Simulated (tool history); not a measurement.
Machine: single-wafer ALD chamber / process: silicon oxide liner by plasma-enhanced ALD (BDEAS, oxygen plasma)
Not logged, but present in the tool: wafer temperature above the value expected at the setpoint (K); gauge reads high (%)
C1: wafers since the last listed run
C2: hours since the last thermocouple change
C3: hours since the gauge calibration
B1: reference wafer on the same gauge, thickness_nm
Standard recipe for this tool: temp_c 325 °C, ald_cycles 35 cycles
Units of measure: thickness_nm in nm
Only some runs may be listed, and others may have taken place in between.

{"run": 1, "hour": 0.0, "temp_c": 325, "ald_cycles": 35, "C1": 0, "C2": 908.9, "C3": 1159.8, "B1": 3.846, "thickness_nm": 3.402}
{"run": 2, "hour": 31.4, "temp_c": 325, "ald_cycles": 35, "C1": 247, "C2": 940.3, "C3": 1191.2, "B1": 3.842, "thickness_nm": 3.381}
{"run": 3, "hour": 98.9, "temp_c": 325, "ald_cycles": 35, "C1": 531, "C2": 1007.8, "C3": 1258.7, "B1": 3.834, "thickness_nm": 3.378}
{"hour": 123.2, "done": "thermocouple changed; heater temperature recalibrated"}
{"run": 4, "hour": 155.4, "temp_c": 325, "ald_cycles": 35, "C1": 381, "C2": 32.2, "C3": 1315.2, "B1": 3.837, "thickness_nm": 3.387}
{"run": 5, "hour": 204.2, "temp_c": 325, "ald_cycles": 35, "C1": 384, "C2": 81, "C3": 1364, "B1": 3.841, "thickness_nm": 3.397}
{"run": 6, "hour": 274.2, "temp_c": 325, "ald_cycles": 35, "C1": 551, "C2": 151, "C3": 1434, "B1": 3.84, "thickness_nm": 3.365}
{"run": 7, "hour": 387.2, "temp_c": 325, "ald_cycles": 35, "C1": 889, "C2": 264, "C3": 1547, "B1": 3.841, "thickness_nm": 3.405}
{"run": 8, "hour": 413.1, "temp_c": 325, "ald_cycles": 35, "C1": 203, "C2": 289.9, "C3": 1572.9, "B1": 3.844, "thickness_nm": 3.367}
{"run": 9, "hour": 437.2, "temp_c": 325, "ald_cycles": 35, "C1": 189, "C2": 314, "C3": 1597, "B1": 3.837, "thickness_nm": 3.382}
{"run": 10, "hour": 494.8, "temp_c": 325, "ald_cycles": 35, "C1": 453, "C2": 371.6, "C3": 1654.6, "B1": 3.838, "thickness_nm": 3.403}
{"run": 11, "hour": 542.1, "temp_c": 325, "ald_cycles": 35, "C1": 372, "C2": 418.9, "C3": 1701.9, "B1": 3.84, "thickness_nm": 3.36}
{"run": 12, "hour": 596.8, "temp_c": 325, "ald_cycles": 35, "C1": 430, "C2": 473.6, "C3": 1756.6, "B1": 3.837, "thickness_nm": 3.395}
{"run": 13, "hour": 642.7, "temp_c": 325, "ald_cycles": 35, "C1": 361, "C2": 519.5, "C3": 1802.5, "B1": 3.837, "thickness_nm": 3.354}
{"run": 14, "hour": 692.8, "temp_c": 325, "ald_cycles": 35, "C1": 394, "C2": 569.6, "C3": 1852.6, "B1": 3.84, "thickness_nm": 3.373}
{"run": 15, "hour": 730.5, "temp_c": 325, "ald_cycles": 35, "C1": 296, "C2": 607.3, "C3": 1890.3, "B1": 3.844, "thickness_nm": 3.385}
{"run": 16, "hour": 762.6, "temp_c": 325, "ald_cycles": 35, "C1": 252, "C2": 639.4, "C3": 1922.4, "B1": 3.837, "thickness_nm": 3.392}
{"run": 17, "hour": 799.3, "temp_c": 325, "ald_cycles": 30, "C1": 289, "C2": 676.1, "C3": 1959.1, "B1": 3.84, "thickness_nm": 2.906}
{"hour": 811.0, "done": "gauge calibrated"}
{"run": 18, "hour": 852.3, "temp_c": 325, "ald_cycles": 30, "C1": 417, "C2": 729.1, "C3": 41.3, "B1": 3.838, "thickness_nm": 2.901}
{"run": 19, "hour": 886.5, "temp_c": 325, "ald_cycles": 30, "C1": 269, "C2": 763.3, "C3": 75.5, "B1": 3.836, "thickness_nm": 2.891}
{"hour": 928.6, "done": "thermocouple changed; heater temperature recalibrated"}
{"run": 20, "hour": 958.5, "temp_c": 325, "ald_cycles": 35, "C1": 503, "C2": 29.9, "C3": 147.5, "B1": 3.837, "thickness_nm": 3.409}
{"run": 21, "hour": 987.8, "temp_c": 321, "ald_cycles": 41, "C1": 230, "C2": 59.2, "C3": 176.8, "B1": 3.837, "thickness_nm": 3.991}
{"run": 22, "hour": 1032.1, "temp_c": 337, "ald_cycles": 32, "C1": 348, "C2": 103.5, "C3": 221.1, "B1": 3.841, "thickness_nm": 3.005}
{"run": 23, "hour": 1084.9, "temp_c": 325, "ald_cycles": 35, "C1": 415, "C2": 156.3, "C3": 273.9, "B1": 3.836, "thickness_nm": 3.327}
{"run": 24, "hour": 1118.2, "temp_c": 325, "ald_cycles": 35, "C1": 262, "C2": 189.6, "C3": 307.2, "B1": 3.845, "thickness_nm": 3.379}
{"run": 25, "hour": 1180.0, "temp_c": 325, "ald_cycles": 39, "C1": 486, "C2": 251.4, "C3": 369, "B1": 3.838, "thickness_nm": 3.763}
{"run": 26, "hour": 1240.1, "temp_c": 340, "ald_cycles": 35, "C1": 473, "C2": 311.5, "C3": 429.1, "B1": 3.838, "thickness_nm": 3.298}
{"run": 27, "hour": 1273.0, "temp_c": 337, "ald_cycles": 39, "C1": 259, "C2": 344.4, "C3": 462, "B1": 3.844, "thickness_nm": 3.702}
{"run": 28, "hour": 1314.6, "temp_c": 316, "ald_cycles": 39, "C1": 327, "C2": 386, "C3": 503.6, "B1": 3.839, "thickness_nm": 3.771}
{"run": 29, "hour": 1369.9, "temp_c": 330, "ald_cycles": 35, "C1": 435, "C2": 441.3, "C3": 558.9, "B1": 3.836, "thickness_nm": 3.331}
{"run": 30, "hour": 1555.3, "temp_c": 317, "ald_cycles": 41, "C1": 1459, "C2": 626.7, "C3": 744.3, "B1": 3.832, "thickness_nm": 4.006}
{"run": 31, "hour": 1579.6, "temp_c": 325, "ald_cycles": 35, "C1": 191, "C2": 651, "C3": 768.6, "B1": 3.837, "thickness_nm": 3.37}
{"run": 32, "hour": 1616.9, "temp_c": 331, "ald_cycles": 35, "C1": 293, "C2": 688.3, "C3": 805.9, "B1": 3.838, "thickness_nm": 3.355}
{"run": 33, "hour": 1673.1, "temp_c": 330, "ald_cycles": 40, "C1": 442, "C2": 744.5, "C3": 862.1, "B1": 3.84, "thickness_nm": 3.817}
{"run": 34, "hour": 1733.1, "temp_c": 332, "ald_cycles": 41, "C1": 472, "C2": 804.5, "C3": 922.1, "B1": 3.837, "thickness_nm": 3.928}
{"run": 35, "hour": 1759.7, "temp_c": 325, "ald_cycles": 35, "C1": 209, "C2": 831.1, "C3": 948.7, "B1": 3.843, "thickness_nm": 3.375}
{"run": 36, "hour": 1790.7, "temp_c": 325, "ald_cycles": 35, "C1": 244, "C2": 862.1, "C3": 979.7, "B1": 3.836, "thickness_nm": 3.369}
{"hour": 1801.4, "done": "thermocouple changed; heater temperature recalibrated"}
{"run": 37, "hour": 1818.9, "temp_c": 325, "ald_cycles": 35, "C1": 159, "C2": 17.5, "C3": 1007.9, "B1": 3.84, "thickness_nm": 3.4}
{"run": 38, "hour": 1873.6, "temp_c": 321, "ald_cycles": 41, "C1": 430, "C2": 72.2, "C3": 1062.6, "B1": 3.841, "thickness_nm": 3.976}

Run-by-run hidden state of the tool:
wafer temperature above the value expected at the setpoint (K): 0, the same for each run
gauge reads high (%): 0, the same for each run
